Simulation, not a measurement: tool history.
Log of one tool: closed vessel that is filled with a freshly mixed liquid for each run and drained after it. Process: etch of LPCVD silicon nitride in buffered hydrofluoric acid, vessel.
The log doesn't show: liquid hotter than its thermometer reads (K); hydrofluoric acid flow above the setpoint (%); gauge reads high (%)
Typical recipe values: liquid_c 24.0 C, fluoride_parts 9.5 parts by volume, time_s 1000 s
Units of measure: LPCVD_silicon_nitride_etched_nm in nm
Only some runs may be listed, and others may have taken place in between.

run,hour,liquid_c,fluoride_parts,time_s,wafers since the last listed run,hours since the thermometer was replaced,hours since the hydrofluoric acid flow meter was replaced,hours since the gauge calibration,"read-back film thickness of the LPCVD silicon nitride reference wafer, read on the same gauge (nm)",LPCVD_silicon_nitride_etched_nm
1,0.0,24.0,8.0,1000,0,2635.6,1648.4,301.2,40.04,25.72
2,10.5,24.0,8.0,1000,530,2646.1,1658.9,311.7,39.98,25.64
3,26.1,24.0,9.5,1000,788,2661.7,1674.5,327.3,40.00,21.37
4,36.8,24.0,9.5,1000,540,2672.4,1685.2,338.0,40.02,21.45
5,47.9,24.0,9.5,1000,560,2683.5,1696.3,349.1,39.94,21.49
6,56.9,24.0,9.5,1000,454,2692.5,1705.3,358.1,40.01,21.48
7,74.5,24.0,9.5,1000,889,2710.1,1722.9,375.7,39.96,21.77
# hour 102.3: gauge calibrated
8,108.9,24.0,9.5,1000,1738,2744.5,1757.3,6.6,39.95,21.66
9,120.5,24.0,9.5,1000,586,2756.1,1768.9,18.2,39.99,21.75
10,136.3,24.0,9.5,1000,798,2771.9,1784.7,34.0,39.98,21.62
# hour 147.9: thermometer replaced
11,154.0,24.0,9.5,1000,843,6.1,1802.4,51.7,39.95,19.45
12,163.8,22.5,9.5,1000,495,15.9,1812.2,61.5,39.96,18.06
13,176.8,22.5,9.5,1000,656,28.9,1825.2,74.5,40.01,17.94
14,188.0,22.5,9.5,1000,565,40.1,1836.4,85.7,39.98,18.18
15,194.6,20.0,9.5,455,333,46.7,1843.0,92.3,39.99,7.18
16,203.5,21.5,7.0,1300,449,55.6,1851.9,101.2,39.99,30.25
17,217.2,20.5,6.5,1235,692,69.3,1865.6,114.9,39.99,29.06
18,229.3,24.0,9.5,1000,611,81.4,1877.7,127.0,40.01,19.73
19,243.5,28.0,7.5,1000,717,95.6,1891.9,141.2,40.06,31.57
# hour 247.0: hydrofluoric acid flow meter replaced
20,256.3,24.0,8.0,1000,596,108.4,9.3,154.0,40.01,21.26
21,274.2,27.5,10.5,1495,904,126.3,27.2,171.9,39.99,30.25
22,290.0,21.5,6.5,680,798,142.1,43.0,187.7,40.00,15.56
23,297.3,21.0,9.5,1000,368,149.4,50.3,195.0,40.03,15.27
24,305.5,28.5,11.0,1330,414,157.6,58.5,203.2,39.98,27.22
25,316.0,24.0,9.5,1000,530,168.1,69.0,213.7,40.03,18.05
26,322.1,21.5,6.5,680,308,174.2,75.1,219.8,40.01,15.63
27,337.0,20.0,12.5,1475,752,189.1,90.0,234.7,40.01,16.78
28,352.1,26.5,13.0,1000,762,204.2,105.1,249.8,39.94,15.75
29,361.6,28.5,11.0,1000,479,213.7,114.6,259.3,40.03,20.51
30,375.3,24.0,8.0,1000,692,227.4,128.3,273.0,40.01,21.55
31,384.4,26.5,9.5,1000,459,236.5,137.4,282.1,39.95,20.78
32,392.1,24.0,9.5,1000,389,244.2,145.1,289.8,40.00,18.23

For each entry between runs, how does the tool's hidden state at the last listed run before it compare with that at the first listed run after it?
After run 7, before run 8: gauge calibrated (hour 102.3)
  liquid hotter than its thermometer reads (K): 2.31 -> 2.34; hydrofluoric acid flow above the setpoint (%): 10.8 -> 11
  the result without the hidden state subtracted from the measured one, LPCVD_silicon_nitride_etched_nm: +4.15 -> +4.19 nm
After run 10, before run 11: thermometer replaced (hour 147.9)
  liquid hotter than its thermometer reads (K): 2.36 -> 0.403; hydrofluoric acid flow above the setpoint (%): 11.2 -> 11.3
  the result without the hidden state subtracted from the measured one, LPCVD_silicon_nitride_etched_nm: +4.24 -> +2.08 nm
After run 19, before run 20: hydrofluoric acid flow meter replaced (hour 247.0)
  liquid hotter than its thermometer reads (K): 0.478 -> 0.489; hydrofluoric acid flow above the setpoint (%): 11.8 -> 1.09
  the result without the hidden state subtracted from the measured one, LPCVD_silicon_nitride_etched_nm: +4.04 -> +0.80 nm
